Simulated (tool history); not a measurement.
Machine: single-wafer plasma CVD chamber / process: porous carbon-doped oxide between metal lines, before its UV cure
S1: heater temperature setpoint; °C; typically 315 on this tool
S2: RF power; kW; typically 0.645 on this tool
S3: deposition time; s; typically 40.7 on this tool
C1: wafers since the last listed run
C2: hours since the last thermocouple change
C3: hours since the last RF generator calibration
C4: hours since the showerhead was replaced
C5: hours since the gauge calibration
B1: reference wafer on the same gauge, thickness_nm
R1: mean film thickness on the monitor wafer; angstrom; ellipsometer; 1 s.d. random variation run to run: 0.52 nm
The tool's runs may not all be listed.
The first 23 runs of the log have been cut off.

run,hour,S1,S2,S3,C1,C2,C3,C4,C5,B1,R1
24,270.6,315,0.645,40.7,175,56,38.4,162.2,395.5,199.886,2069.07
25,279.5,307,0.645,35,140,64.9,47.3,171.1,404.4,200.022,1861.81
# hour 279.6: gauge calibrated
26,286.4,324,0.705,42.9,108,71.8,54.2,178,6.8,200.017,2243.57
27,294,311,0.68,40.7,119,79.4,61.8,185.6,14.4,199.938,2202.18
# hour 315: RF generator calibrated, repeated, since the last time left the tool worse
28,315.5,328,0.56,47,213,100.9,0.5,207.1,35.9,199.987,2177.89
29,322.7,305,0.61,47.1,113,108.1,7.7,214.3,43.1,199.836,2630.63
30,337.9,315,0.6,40.7,239,123.3,22.9,229.5,58.3,199.959,2120.07
31,355.6,315,0.74,40.7,279,141,40.6,247.2,76,200.046,2528.81
32,364.8,315,0.7,40.7,145,150.2,49.8,256.4,85.2,199.91,2412.77
33,382.1,327,0.645,37.5,273,167.5,67.1,273.7,102.5,199.834,1966.94
34,392.2,321,0.645,45.7,159,177.6,77.2,283.8,112.6,199.943,2459.45

Consider 4 possible next runs. They are alternatives, not a sequence: every one starts from the tool as it was left by run 34. What does each give?
A,392.6,308,0.645,40.7,6,178,77.6,284.2,113,?,?
B,392.6,315,0.645,44.4,6,178,77.6,284.2,113,?,?
C,392.6,315,0.53,40.7,6,178,77.6,284.2,113,?,?
D,392.6,315,0.735,46.4,6,178,77.6,284.2,113,?,?

run,B1,R1
A,199.932,2341.7
B,199.932,2460.53
C,199.932,1896.69
D,199.932,2861.83
Stripped of hidden state, with their random variation kept, the same runs would have yielded:
run,R1
A,2360.32
B,2480.1
C,1912.33
D,2884.24
